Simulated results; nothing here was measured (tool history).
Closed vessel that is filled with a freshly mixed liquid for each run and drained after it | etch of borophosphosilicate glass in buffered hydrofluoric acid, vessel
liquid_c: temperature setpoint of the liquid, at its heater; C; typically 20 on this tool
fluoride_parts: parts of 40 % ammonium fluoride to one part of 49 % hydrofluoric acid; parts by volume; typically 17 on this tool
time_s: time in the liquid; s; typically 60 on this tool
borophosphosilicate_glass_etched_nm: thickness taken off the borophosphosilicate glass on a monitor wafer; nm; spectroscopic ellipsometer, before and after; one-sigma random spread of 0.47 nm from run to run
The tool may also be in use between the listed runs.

run	hour	liquid_c	fluoride_parts	time_s	wafers since the last listed run	hours since the thermometer was replaced	hours since the hydrofluoric acid flow meter was replaced	hours since the gauge calibration	read-back film thickness of the borophosphosilicate glass reference wafer, read on the same gauge (nm)	borophosphosilicate_glass_etched_nm
1	0	20	13.5	60	0	1756.5	534.3	946.2	130.01	63.64
# hour 35.5: hydrofluoric acid flow meter replaced
2	44.2	20	17	60	4702	1800.7	8.7	990.4	129.99	50.76
3	155.6	20	17	60	12126	1912.1	120.1	1101.8	129.98	50.34
4	184.9	20	17	60	3189	1941.4	149.4	1131.1	130.01	50.08
5	211.1	20	17	60	2852	1967.6	175.6	1157.3	129.98	50.3
6	252.3	20	17	60	4484	2008.8	216.8	1198.5	130	49.81
7	298.6	20	17	60	5040	2055.1	263.1	1244.8	129.98	50.36
8	352.2	20	17	80	5834	2108.7	316.7	1298.4	130.03	66.74
9	386.9	20	17	80	3777	2143.4	351.4	1333.1	129.95	68.18
10	414.4	20	17	80	2993	2170.9	378.9	1360.6	130.02	65.95
11	459.7	20	19	60	4931	2216.2	424.2	1405.9	130.03	45.59
# hour 521.4: thermometer replaced
12	597.7	20	19	60	14913	76.3	562.2	1543.9	130	45.02
# hour 743.6: hydrofluoric acid flow meter replaced
13	744.1	23	22	60	15827	222.7	0.5	1690.3	130.01	47.33
14	791.7	20	17	60	5181	270.3	48.1	1737.9	130.02	50.65
# hour 840.6: gauge calibrated
15	869.3	18.5	15	75	8447	347.9	125.7	28.7	130	66.81
16	917.2	20	17	90	5214	395.8	173.6	76.6	129.97	75.25
17	974.9	24.5	17	75	6281	453.5	231.3	134.3	129.97	80.98
18	999.3	25	23	90	2656	477.9	255.7	158.7	130.04	76.85
19	1040.8	24.5	17	75	4517	519.4	297.2	200.2	130	81.47
20	1108.4	20	13.5	60	7358	587	364.8	267.8	129.97	63.67
21	1141.6	25	17	60	3614	620.2	398	301	129.99	66.67
22	1179.1	23.5	14	45	4082	657.7	435.5	338.5	129.98	55.31
23	1208	20	23	60	3145	686.6	464.4	367.4	129.98	38.68
24	1234.4	20	17	60	2873	713	490.8	393.8	130	51.22
25	1283.3	24	13.5	95	5323	761.9	539.7	442.7	130	126.84
# hour 1305.6: hydrofluoric acid flow meter replaced
26	1338.5	20	17	30	5900	817.1	32.9	497.9	129.97	24.94
27	1390	20	17	45	5606	868.6	84.4	549.4	130	37.97
28	1448.2	17	11	90	6335	926.8	142.6	607.6	129.98	98.76
29	1479.2	20	20.5	60	3374	957.8	173.6	638.6	130.01	42.95
30	1518.7	18	14.5	60	4299	997.3	213.1	678.1	129.97	53.74

List, for all runs, the conditions of the tool that the log does not record:
liquid colder than its thermometer reads (K): 0 in every run
hydrofluoric acid flow above the setpoint (%): 0 in every run
gauge reads high (%): 0 in every run

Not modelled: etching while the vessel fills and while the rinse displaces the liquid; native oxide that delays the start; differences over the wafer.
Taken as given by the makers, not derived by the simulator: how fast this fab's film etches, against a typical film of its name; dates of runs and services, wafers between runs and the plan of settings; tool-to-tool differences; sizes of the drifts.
